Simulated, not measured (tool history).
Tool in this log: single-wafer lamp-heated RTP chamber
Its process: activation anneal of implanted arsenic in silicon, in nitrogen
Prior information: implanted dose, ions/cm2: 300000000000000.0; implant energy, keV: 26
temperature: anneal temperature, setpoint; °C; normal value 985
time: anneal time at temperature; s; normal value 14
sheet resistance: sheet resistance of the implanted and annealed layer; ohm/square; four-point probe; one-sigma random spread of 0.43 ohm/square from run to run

run     day  temperature  time  read-back reference wafer on the same gauge, sheet resistance  sheet resistance
  1   0.000          985    14                                                         274.21            286.08
  2   2.029          985    14                                                         274.40            286.17
  3   4.625          967    14                                                         274.70            287.14
      6.425  -- reflector plate cleaned
  4   7.146          967    14                                                         274.96            288.09
      7.767  -- pyrometer window cleaned and pyrometer calibrated
  5   9.212          966    16                                                         275.15            287.15
  6  11.417          985    16                                                         275.29            287.31
  7  14.188          985    18                                                         275.58            287.26
     16.054  -- reflector plate cleaned
  8  16.333          985    18                                                         275.79            286.52
  9  19.175          985    18                                                         276.01            287.14
     19.517  -- gauge calibrated
     19.646  -- pyrometer window cleaned and pyrometer calibrated
 10  20.317          997    11                                                         273.57            285.76
 11  22.996         1008    18                                                         273.93            282.79
     26.008  -- reflector plate cleaned
 12  26.029          985    14                                                         274.20            285.58
 13  28.525          985    14                                                         274.51            286.09
     29.958  -- pyrometer window cleaned and pyrometer calibrated
 14  31.179         1013     6                                                         274.65            287.77
 15  32.842          993    10                                                         274.88            287.27
     34.596  -- reflector plate cleaned
 16  35.321         1005    22                                                         275.04            283.66
 17  36.375          966    16                                                         275.27            288.38
 18  37.950          971    16                                                         275.41            287.20

Predict each of these 3 candidate next runs independently; none follows another, all start after run 18:
  A  37.967          985    14                                                              ?                 ?
  B  37.967          967    22                                                              ?                 ?
  C  37.967          999     6                                                              ?                 ?

run  read-back reference wafer on the same gauge, sheet resistance  sheet resistance
  A                                                         275.23            287.57
  B                                                         275.23            287.34
  C                                                         275.23            289.21
With no hidden state in the tool, these same runs would have given:
run  sheet resistance
  A            285.15
  B            284.93
  C            286.78
